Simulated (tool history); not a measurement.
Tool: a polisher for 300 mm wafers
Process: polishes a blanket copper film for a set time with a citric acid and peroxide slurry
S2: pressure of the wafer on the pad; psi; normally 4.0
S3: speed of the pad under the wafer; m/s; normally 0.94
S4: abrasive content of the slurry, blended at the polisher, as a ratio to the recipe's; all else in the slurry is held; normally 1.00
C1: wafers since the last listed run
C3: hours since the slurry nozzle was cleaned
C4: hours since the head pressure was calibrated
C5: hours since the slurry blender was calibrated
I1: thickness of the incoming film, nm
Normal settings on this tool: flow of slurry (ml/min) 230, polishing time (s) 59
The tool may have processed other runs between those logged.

run 1 hour=0.0 | flow_of_slurry_(ml/min)=230 S2=4.0 S3=0.94 S4=1.00 polishing_time_(s)=59 | C1=0 wafers_polished_on_this_pad=980 C3=110.8 C4=744.1 C5=5.7 | I1=1236.0 | film_removed_(nm)=173.9
run 2 hour=14.0 | flow_of_slurry_(ml/min)=230 S2=4.0 S3=0.88 S4=1.00 polishing_time_(s)=59 | C1=83 wafers_polished_on_this_pad=1063 C3=124.8 C4=758.1 C5=19.7 | I1=1252.7 | film_removed_(nm)=163.9
run 3 hour=30.7 | flow_of_slurry_(ml/min)=230 S2=4.0 S3=0.88 S4=1.00 polishing_time_(s)=59 | C1=99 wafers_polished_on_this_pad=1162 C3=141.5 C4=774.8 C5=36.4 | I1=1216.4 | film_removed_(nm)=162.1
run 4 hour=43.6 | flow_of_slurry_(ml/min)=230 S2=4.0 S3=0.88 S4=1.00 polishing_time_(s)=59 | C1=76 wafers_polished_on_this_pad=1239 C3=154.4 C4=787.7 C5=49.3 | I1=1248.4 | film_removed_(nm)=161.6
run 5 hour=53.2 | flow_of_slurry_(ml/min)=230 S2=4.0 S3=0.94 S4=1.00 polishing_time_(s)=59 | C1=57 wafers_polished_on_this_pad=1296 C3=164.0 C4=797.3 C5=58.9 | I1=1253.5 | film_removed_(nm)=168.4
run 6 hour=70.4 | flow_of_slurry_(ml/min)=230 S2=4.0 S3=0.94 S4=1.00 polishing_time_(s)=59 | C1=102 wafers_polished_on_this_pad=1398 C3=181.2 C4=814.5 C5=76.1 | I1=1226.7 | film_removed_(nm)=166.9
-- hour=84.8 worn pad replaced by a new one
run 7 hour=86.2 | flow_of_slurry_(ml/min)=230 S2=4.0 S3=0.94 S4=1.00 polishing_time_(s)=59 | C1=70 wafers_polished_on_this_pad=8 C3=197.0 C4=830.3 C5=91.9 | I1=1254.4 | film_removed_(nm)=166.4
-- hour=101.6 slurry blender recalibrated
run 8 hour=102.1 | flow_of_slurry_(ml/min)=230 S2=4.0 S3=0.94 S4=1.00 polishing_time_(s)=59 | C1=82 wafers_polished_on_this_pad=90 C3=212.9 C4=846.2 C5=0.5 | I1=1231.7 | film_removed_(nm)=174.1
run 9 hour=106.8 | flow_of_slurry_(ml/min)=230 S2=4.0 S3=0.86 S4=1.00 polishing_time_(s)=59 | C1=27 wafers_polished_on_this_pad=118 C3=217.6 C4=850.9 C5=5.2 | I1=1237.8 | film_removed_(nm)=162.2
-- hour=115.3 slurry nozzle cleaned
run 10 hour=115.8 | flow_of_slurry_(ml/min)=230 S2=4.0 S3=0.86 S4=1.00 polishing_time_(s)=59 | C1=47 wafers_polished_on_this_pad=166 C3=0.5 C4=859.9 C5=14.2 | I1=1244.6 | film_removed_(nm)=161.9
run 11 hour=121.7 | flow_of_slurry_(ml/min)=230 S2=4.0 S3=0.86 S4=1.00 polishing_time_(s)=59 | C1=35 wafers_polished_on_this_pad=201 C3=6.4 C4=865.8 C5=20.1 | I1=1233.7 | film_removed_(nm)=159.9
-- hour=141.1 head pressure recalibrated
run 12 hour=158.1 | flow_of_slurry_(ml/min)=230 S2=4.0 S3=0.94 S4=1.00 polishing_time_(s)=59 | C1=204 wafers_polished_on_this_pad=406 C3=42.8 C4=17.0 C5=56.5 | I1=1233.0 | film_removed_(nm)=169.0
run 13 hour=169.1 | flow_of_slurry_(ml/min)=230 S2=4.0 S3=0.94 S4=1.00 polishing_time_(s)=59 | C1=65 wafers_polished_on_this_pad=471 C3=53.8 C4=28.0 C5=67.5 | I1=1262.5 | film_removed_(nm)=166.4
run 14 hour=183.8 | flow_of_slurry_(ml/min)=230 S2=4.0 S3=0.94 S4=1.00 polishing_time_(s)=59 | C1=87 wafers_polished_on_this_pad=558 C3=68.5 C4=42.7 C5=82.2 | I1=1262.8 | film_removed_(nm)=167.7
-- hour=215.7 slurry blender recalibrated
run 15 hour=230.7 | flow_of_slurry_(ml/min)=265 S2=4.0 S3=0.94 S4=1.00 polishing_time_(s)=59 | C1=266 wafers_polished_on_this_pad=825 C3=115.4 C4=89.6 C5=15.0 | I1=1224.1 | film_removed_(nm)=175.9
run 16 hour=239.1 | flow_of_slurry_(ml/min)=230 S2=4.0 S3=0.94 S4=0.85 polishing_time_(s)=50 | C1=49 wafers_polished_on_this_pad=875 C3=123.8 C4=98.0 C5=23.4 | I1=1228.6 | film_removed_(nm)=144.8
run 17 hour=248.1 | flow_of_slurry_(ml/min)=290 S2=4.0 S3=0.94 S4=1.00 polishing_time_(s)=79 | C1=53 wafers_polished_on_this_pad=929 C3=132.8 C4=107.0 C5=32.4 | I1=1251.8 | film_removed_(nm)=235.5
run 18 hour=259.5 | flow_of_slurry_(ml/min)=230 S2=5.2 S3=1.22 S4=0.80 polishing_time_(s)=46 | C1=67 wafers_polished_on_this_pad=997 C3=144.2 C4=118.4 C5=43.8 | I1=1234.4 | film_removed_(nm)=211.0
run 19 hour=267.1 | flow_of_slurry_(ml/min)=230 S2=4.0 S3=0.94 S4=1.00 polishing_time_(s)=59 | C1=45 wafers_polished_on_this_pad=1042 C3=151.8 C4=126.0 C5=51.4 | I1=1218.9 | film_removed_(nm)=171.2
run 20 hour=278.3 | flow_of_slurry_(ml/min)=200 S2=4.0 S3=0.94 S4=1.00 polishing_time_(s)=75 | C1=66 wafers_polished_on_this_pad=1108 C3=163.0 C4=137.2 C5=62.6 | I1=1258.1 | film_removed_(nm)=213.3
-- hour=288.0 worn pad replaced by a new one
run 21 hour=290.3 | flow_of_slurry_(ml/min)=230 S2=4.0 S3=0.94 S4=1.15 polishing_time_(s)=52 | C1=47 wafers_polished_on_this_pad=13 C3=175.0 C4=149.2 C5=74.6 | I1=1229.9 | film_removed_(nm)=151.5
run 22 hour=303.7 | flow_of_slurry_(ml/min)=230 S2=4.0 S3=0.94 S4=1.00 polishing_time_(s)=59 | C1=79 wafers_polished_on_this_pad=93 C3=188.4 C4=162.6 C5=88.0 | I1=1244.5 | film_removed_(nm)=165.6
run 23 hour=313.9 | flow_of_slurry_(ml/min)=230 S2=2.8 S3=0.64 S4=1.00 polishing_time_(s)=49 | C1=60 wafers_polished_on_this_pad=154 C3=198.6 C4=172.8 C5=98.2 | I1=1252.6 | film_removed_(nm)=69.9
-- hour=320.6 slurry blender recalibrated
run 24 hour=329.3 | flow_of_slurry_(ml/min)=280 S2=4.0 S3=1.14 S4=1.00 polishing_time_(s)=43 | C1=79 wafers_polished_on_this_pad=233 C3=214.0 C4=188.2 C5=8.7 | I1=1227.9 | film_removed_(nm)=154.2
run 25 hour=343.1 | flow_of_slurry_(ml/min)=230 S2=2.8 S3=0.80 S4=1.00 polishing_time_(s)=49 | C1=82 wafers_polished_on_this_pad=315 C3=227.8 C4=202.0 C5=22.5 | I1=1223.2 | film_removed_(nm)=86.5
-- hour=361.0 slurry nozzle cleaned
run 26 hour=361.5 | flow_of_slurry_(ml/min)=230 S2=4.0 S3=0.94 S4=1.00 polishing_time_(s)=59 | C1=103 wafers_polished_on_this_pad=419 C3=0.5 C4=220.4 C5=40.9 | I1=1236.7 | film_removed_(nm)=172.4
run 27 hour=372.0 | flow_of_slurry_(ml/min)=230 S2=4.0 S3=0.76 S4=0.75 polishing_time_(s)=59 | C1=62 wafers_polished_on_this_pad=481 C3=11.0 C4=230.9 C5=51.4 | I1=1229.9 | film_removed_(nm)=135.4
run 28 hour=386.0 | flow_of_slurry_(ml/min)=255 S2=3.2 S3=0.62 S4=1.00 polishing_time_(s)=67 | C1=83 wafers_polished_on_this_pad=565 C3=25.0 C4=244.9 C5=65.4 | I1=1236.3 | film_removed_(nm)=109.7
run 29 hour=400.6 | flow_of_slurry_(ml/min)=230 S2=4.0 S3=0.94 S4=1.00 polishing_time_(s)=59 | C1=86 wafers_polished_on_this_pad=651 C3=39.6 C4=259.5 C5=80.0 | I1=1229.2 | film_removed_(nm)=167.0

Alternative continuations, all from the tool just after run 29; predict every row:
run A hour=401.0 | flow_of_slurry_(ml/min)=230 S2=4.0 S3=0.94 S4=1.00 polishing_time_(s)=59 | C1=2 wafers_polished_on_this_pad=654 C3=40.0 C4=259.9 C5=80.4 | I1=1237.8 | film_removed_(nm)=?
run B hour=401.0 | flow_of_slurry_(ml/min)=290 S2=4.0 S3=1.08 S4=1.00 polishing_time_(s)=59 | C1=2 wafers_polished_on_this_pad=654 C3=40.0 C4=259.9 C5=80.4 | I1=1237.8 | film_removed_(nm)=?
run C hour=401.0 | flow_of_slurry_(ml/min)=230 S2=5.1 S3=1.04 S4=1.30 polishing_time_(s)=77 | C1=2 wafers_polished_on_this_pad=654 C3=40.0 C4=259.9 C5=80.4 | I1=1237.8 | film_removed_(nm)=?
run D hour=401.0 | flow_of_slurry_(ml/min)=150 S2=4.8 S3=0.70 S4=1.00 polishing_time_(s)=59 | C1=2 wafers_polished_on_this_pad=654 C3=40.0 C4=259.9 C5=80.4 | I1=1237.8 | film_removed_(nm)=?
run E hour=401.0 | flow_of_slurry_(ml/min)=230 S2=4.0 S3=1.20 S4=1.10 polishing_time_(s)=59 | C1=2 wafers_polished_on_this_pad=654 C3=40.0 C4=259.9 C5=80.4 | I1=1237.8 | film_removed_(nm)=?

run=A film_removed_(nm)=168.8
run=B film_removed_(nm)=195.9
run=C film_removed_(nm)=320.2
run=D film_removed_(nm)=145.8
run=E film_removed_(nm)=213.2
Had the tool no hidden state, the same runs would have come out as:
run=A film_removed_(nm)=177.7
run=B film_removed_(nm)=206.2
run=C film_removed_(nm)=337.6
run=D film_removed_(nm)=153.5
run=E film_removed_(nm)=224.6

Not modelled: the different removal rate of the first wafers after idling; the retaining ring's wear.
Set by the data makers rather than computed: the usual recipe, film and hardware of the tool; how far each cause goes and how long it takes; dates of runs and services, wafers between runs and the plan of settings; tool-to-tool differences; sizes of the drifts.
